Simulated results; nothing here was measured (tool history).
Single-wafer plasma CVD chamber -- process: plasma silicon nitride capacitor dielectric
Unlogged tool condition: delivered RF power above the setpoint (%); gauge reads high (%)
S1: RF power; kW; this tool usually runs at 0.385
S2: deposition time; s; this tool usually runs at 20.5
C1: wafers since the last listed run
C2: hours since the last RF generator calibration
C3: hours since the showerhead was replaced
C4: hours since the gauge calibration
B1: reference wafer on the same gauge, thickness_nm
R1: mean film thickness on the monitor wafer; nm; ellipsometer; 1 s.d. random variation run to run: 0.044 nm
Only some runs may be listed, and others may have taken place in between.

run	hour	S1	S2	C1	C2	C3	C4	B1	R1
1	0	0.385	20.5	0	1646.1	6764.9	13.1	23.406	29.146
2	22.6	0.385	20.5	860	1668.7	6787.5	35.7	23.398	29.159
3	34.7	0.385	20.5	460	1680.8	6799.6	47.8	23.406	29.174
4	41.7	0.385	20.5	266	1687.8	6806.6	54.8	23.396	29.191
5	59.6	0.34	20.5	681	1705.7	6824.5	72.7	23.399	28.072
# hour 80: showerhead replaced
6	80.5	0.34	20.5	491	1726.6	0.5	93.6	23.399	28.205
7	81.7	0.34	20.5	45	1727.8	1.7	94.8	23.398	28.112
# hour 93: RF generator calibrated
8	93.5	0.325	24.5	144	0.5	13.5	106.6	23.398	33.264
9	100.7	0.415	17.5	274	7.7	20.7	113.8	23.395	25.498
10	110.2	0.45	24.4	361	17.2	30.2	123.3	23.401	36.258
11	118	0.385	20.5	296	25	38	131.1	23.394	29.088
# hour 125.7: gauge calibrated
12	132.1	0.415	22.6	536	39.1	52.1	6.4	23.4	32.882
13	140.8	0.34	24.3	331	47.8	60.8	15.1	23.394	33.261
14	155	0.36	21.6	540	62	75	29.3	23.398	30.19
15	170.5	0.32	17.6	590	77.5	90.5	44.8	23.408	23.743

Predict each of these 5 candidate next runs independently; none follows another, all start after run 15:
A	170.9	0.345	20.5	15	77.9	90.9	45.2	?	?
B	170.9	0.355	19.4	15	77.9	90.9	45.2	?	?
C	170.9	0.385	18.8	15	77.9	90.9	45.2	?	?
D	170.9	0.355	20.5	15	77.9	90.9	45.2	?	?
E	170.9	0.405	20.5	15	77.9	90.9	45.2	?	?

run	B1	R1
A	23.401	28.315
B	23.401	27.01
C	23.401	26.777
D	23.401	28.542
E	23.401	29.618
The same runs, with their run-to-run variation unchanged, on a tool lacking any hidden condition would have given:
run	R1
A	28.315
B	27.01
C	26.777
D	28.542
E	29.618
